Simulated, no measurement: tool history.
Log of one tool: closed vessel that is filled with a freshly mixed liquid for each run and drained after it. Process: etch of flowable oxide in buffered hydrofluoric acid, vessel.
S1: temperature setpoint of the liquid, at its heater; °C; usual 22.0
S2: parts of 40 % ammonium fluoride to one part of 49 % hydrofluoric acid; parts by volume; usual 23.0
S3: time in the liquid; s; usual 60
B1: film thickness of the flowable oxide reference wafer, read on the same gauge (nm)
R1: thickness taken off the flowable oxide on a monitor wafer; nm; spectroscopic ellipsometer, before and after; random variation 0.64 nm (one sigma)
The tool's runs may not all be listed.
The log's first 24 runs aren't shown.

run,hour,S1,S2,S3,B1,R1
25,1289.7,22.0,23.0,55,150.00,139.90
26,1352.0,22.0,23.0,60,150.00,153.61
27,1402.7,25.0,23.0,75,150.04,224.74
28,1445.1,22.0,23.0,60,149.99,153.77
29,1510.8,22.0,26.5,60,149.98,138.75
30,1579.2,25.5,20.0,75,150.00,255.86
31,1604.1,22.0,23.0,60,149.96,153.28
32,1664.0,22.0,23.0,60,149.93,152.57
33,1700.5,24.0,23.0,35,150.02,99.79
34,1730.9,18.5,23.0,60,150.00,124.85

3 ways to go on from here, each from the tool as it stands after run 34. What would each give?
A,1731.6,25.5,23.0,60,?,?
B,1731.6,22.0,16.0,30,?,?
C,1731.6,25.0,16.5,45,?,?

run,B1,R1
A,149.96,186.26
B,149.96,105.42
C,149.96,180.88
Without the tool's hidden state the same runs would have given:
run,R1
A,188.19
B,106.54
C,182.76
